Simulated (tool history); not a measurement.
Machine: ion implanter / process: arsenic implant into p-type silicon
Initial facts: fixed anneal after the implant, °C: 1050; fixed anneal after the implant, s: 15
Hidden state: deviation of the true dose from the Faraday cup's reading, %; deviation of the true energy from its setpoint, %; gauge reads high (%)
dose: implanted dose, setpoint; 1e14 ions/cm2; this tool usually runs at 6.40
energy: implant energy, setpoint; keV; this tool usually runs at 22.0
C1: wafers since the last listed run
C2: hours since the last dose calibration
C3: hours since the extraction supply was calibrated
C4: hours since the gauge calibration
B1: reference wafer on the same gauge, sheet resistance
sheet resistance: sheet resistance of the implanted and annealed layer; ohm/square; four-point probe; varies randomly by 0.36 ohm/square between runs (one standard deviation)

{"run": 1, "hour": 0.0, "dose": 6.4, "energy": 22.0, "C1": 0, "C2": 2160.7, "C3": 2876.7, "C4": 93.9, "B1": 179.16, "sheet resistance": 172.56}
{"run": 2, "hour": 15.4, "dose": 6.4, "energy": 22.0, "C1": 267, "C2": 2176.1, "C3": 2892.1, "C4": 109.3, "B1": 178.95, "sheet resistance": 173.66}
{"run": 3, "hour": 27.8, "dose": 6.4, "energy": 22.0, "C1": 215, "C2": 2188.5, "C3": 2904.5, "C4": 121.7, "B1": 178.9, "sheet resistance": 173.18}
{"run": 4, "hour": 40.6, "dose": 6.4, "energy": 22.0, "C1": 222, "C2": 2201.3, "C3": 2917.3, "C4": 134.5, "B1": 179.1, "sheet resistance": 173.57}
{"run": 5, "hour": 52.2, "dose": 6.4, "energy": 22.0, "C1": 201, "C2": 2212.9, "C3": 2928.9, "C4": 146.1, "B1": 178.87, "sheet resistance": 173.54}
{"run": 6, "hour": 64.6, "dose": 7.76, "energy": 22.0, "C1": 215, "C2": 2225.3, "C3": 2941.3, "C4": 158.5, "B1": 178.77, "sheet resistance": 150.61}
{"run": 7, "hour": 73.7, "dose": 7.76, "energy": 22.0, "C1": 158, "C2": 2234.4, "C3": 2950.4, "C4": 167.6, "B1": 178.88, "sheet resistance": 150.52}
{"run": 8, "hour": 91.5, "dose": 7.76, "energy": 22.0, "C1": 309, "C2": 2252.2, "C3": 2968.2, "C4": 185.4, "B1": 179.07, "sheet resistance": 150.83}
{"hour": 112.2, "done": "Faraday cup replaced and dose calibrated"}
{"run": 9, "hour": 112.7, "dose": 5.54, "energy": 24.0, "C1": 229, "C2": 0.5, "C3": 2989.4, "C4": 206.6, "B1": 179.03, "sheet resistance": 184.42}
{"run": 10, "hour": 117.6, "dose": 5.54, "energy": 24.0, "C1": 85, "C2": 5.4, "C3": 2994.3, "C4": 211.5, "B1": 178.96, "sheet resistance": 184.38}
{"run": 11, "hour": 126.7, "dose": 5.54, "energy": 24.0, "C1": 158, "C2": 14.5, "C3": 3003.4, "C4": 220.6, "B1": 178.99, "sheet resistance": 184.26}
{"run": 12, "hour": 136.1, "dose": 6.4, "energy": 22.0, "C1": 163, "C2": 23.9, "C3": 3012.8, "C4": 230.0, "B1": 179.04, "sheet resistance": 167.83}
{"run": 13, "hour": 149.4, "dose": 6.4, "energy": 22.0, "C1": 231, "C2": 37.2, "C3": 3026.1, "C4": 243.3, "B1": 178.92, "sheet resistance": 167.62}
{"run": 14, "hour": 164.3, "dose": 6.4, "energy": 22.0, "C1": 259, "C2": 52.1, "C3": 3041.0, "C4": 258.2, "B1": 179.08, "sheet resistance": 167.45}
{"run": 15, "hour": 172.7, "dose": 6.4, "energy": 22.0, "C1": 146, "C2": 60.5, "C3": 3049.4, "C4": 266.6, "B1": 178.95, "sheet resistance": 167.4}
{"run": 16, "hour": 180.7, "dose": 5.07, "energy": 17.5, "C1": 139, "C2": 68.5, "C3": 3057.4, "C4": 274.6, "B1": 179.02, "sheet resistance": 205.2}
{"hour": 196.4, "done": "extraction supply calibrated"}
{"run": 17, "hour": 197.7, "dose": 6.4, "energy": 22.0, "C1": 156, "C2": 85.5, "C3": 1.3, "C4": 291.6, "B1": 179.06, "sheet resistance": 167.57}
{"run": 18, "hour": 213.4, "dose": 6.4, "energy": 26.5, "C1": 272, "C2": 101.2, "C3": 17.0, "C4": 307.3, "B1": 178.97, "sheet resistance": 163.23}
{"run": 19, "hour": 219.6, "dose": 6.4, "energy": 22.0, "C1": 107, "C2": 107.4, "C3": 23.2, "C4": 313.5, "B1": 179.02, "sheet resistance": 167.69}
{"hour": 226.3, "done": "gauge calibrated"}
{"run": 20, "hour": 264.7, "dose": 6.4, "energy": 22.0, "C1": 784, "C2": 152.5, "C3": 68.3, "C4": 38.4, "B1": 178.86, "sheet resistance": 167.43}
{"run": 21, "hour": 281.7, "dose": 5.03, "energy": 14.5, "C1": 295, "C2": 169.5, "C3": 85.3, "C4": 55.4, "B1": 179.15, "sheet resistance": 209.77}
{"run": 22, "hour": 296.9, "dose": 7.81, "energy": 17.5, "C1": 264, "C2": 184.7, "C3": 100.5, "C4": 70.6, "B1": 179.11, "sheet resistance": 149.51}
{"run": 23, "hour": 333.8, "dose": 6.99, "energy": 19.5, "C1": 641, "C2": 221.6, "C3": 137.4, "C4": 107.5, "B1": 179.13, "sheet resistance": 159.42}
{"run": 24, "hour": 342.8, "dose": 6.4, "energy": 22.0, "C1": 156, "C2": 230.6, "C3": 146.4, "C4": 116.5, "B1": 179.07, "sheet resistance": 168.12}
{"run": 25, "hour": 351.6, "dose": 5.32, "energy": 19.0, "C1": 153, "C2": 239.4, "C3": 155.2, "C4": 125.3, "B1": 179.0, "sheet resistance": 196.82}
{"run": 26, "hour": 367.6, "dose": 4.88, "energy": 15.0, "C1": 278, "C2": 255.4, "C3": 171.2, "C4": 141.3, "B1": 179.16, "sheet resistance": 214.86}
{"run": 27, "hour": 382.5, "dose": 8.3, "energy": 16.5, "C1": 259, "C2": 270.3, "C3": 186.1, "C4": 156.2, "B1": 179.03, "sheet resistance": 143.88}
{"run": 28, "hour": 395.3, "dose": 6.4, "energy": 18.5, "C1": 222, "C2": 283.1, "C3": 198.9, "C4": 169.0, "B1": 179.06, "sheet resistance": 171.6}
{"run": 29, "hour": 447.3, "dose": 5.59, "energy": 22.0, "C1": 904, "C2": 335.1, "C3": 250.9, "C4": 221.0, "B1": 178.99, "sheet resistance": 185.24}
{"run": 30, "hour": 464.6, "dose": 6.4, "energy": 22.0, "C1": 300, "C2": 352.4, "C3": 268.2, "C4": 238.3, "B1": 178.94, "sheet resistance": 168.47}
{"run": 31, "hour": 479.2, "dose": 6.4, "energy": 18.0, "C1": 253, "C2": 367.0, "C3": 282.8, "C4": 252.9, "B1": 178.91, "sheet resistance": 171.84}
{"run": 32, "hour": 497.0, "dose": 6.4, "energy": 22.0, "C1": 309, "C2": 384.8, "C3": 300.6, "C4": 270.7, "B1": 178.99, "sheet resistance": 167.92}
{"run": 33, "hour": 513.5, "dose": 6.4, "energy": 22.0, "C1": 286, "C2": 401.3, "C3": 317.1, "C4": 287.2, "B1": 178.88, "sheet resistance": 167.77}
{"run": 34, "hour": 520.8, "dose": 6.97, "energy": 27.0, "C1": 126, "C2": 408.6, "C3": 324.4, "C4": 294.5, "B1": 179.19, "sheet resistance": 153.1}
{"run": 35, "hour": 534.0, "dose": 5.29, "energy": 18.5, "C1": 229, "C2": 421.8, "C3": 337.6, "C4": 307.7, "B1": 179.07, "sheet resistance": 198.48}
{"run": 36, "hour": 547.3, "dose": 4.88, "energy": 15.0, "C1": 231, "C2": 435.1, "C3": 350.9, "C4": 321.0, "B1": 179.02, "sheet resistance": 213.55}
{"run": 37, "hour": 563.1, "dose": 6.4, "energy": 22.0, "C1": 274, "C2": 450.9, "C3": 366.7, "C4": 336.8, "B1": 179.07, "sheet resistance": 167.57}
{"run": 38, "hour": 578.1, "dose": 6.4, "energy": 22.0, "C1": 260, "C2": 465.9, "C3": 381.7, "C4": 351.8, "B1": 178.99, "sheet resistance": 167.85}

Some steps in sheet resistance, run to run, broken into two amounts with sign: the step expected even without the hidden condition (settings, incoming material, random variation), and the rest, left for the hidden condition together with whatever gauge scatter is not in both the measured and the hidden-condition-free result:
Run 5 -> 6: dose 6.40 -> 7.76. sheet resistance -22.93 ohm/square: hidden state -0.90, all else -22.03.
Run 8 -> 9: dose 7.76 -> 5.54, energy 22.0 -> 24.0, Faraday cup replaced and dose calibrated. sheet resistance +33.59 ohm/square: hidden state -4.92, all else +38.51.
Run 21 -> 22: dose 5.03 -> 7.81, energy 14.5 -> 17.5. sheet resistance -60.26 ohm/square: hidden state -0.08, all else -60.18.
Run 26 -> 27: dose 4.88 -> 8.30, energy 15.0 -> 16.5. sheet resistance -70.98 ohm/square: hidden state -0.11, all else -70.87.
Run 36 -> 37: dose 4.88 -> 6.40, energy 15.0 -> 22.0. sheet resistance -45.98 ohm/square: hidden state -0.09, all else -45.89.
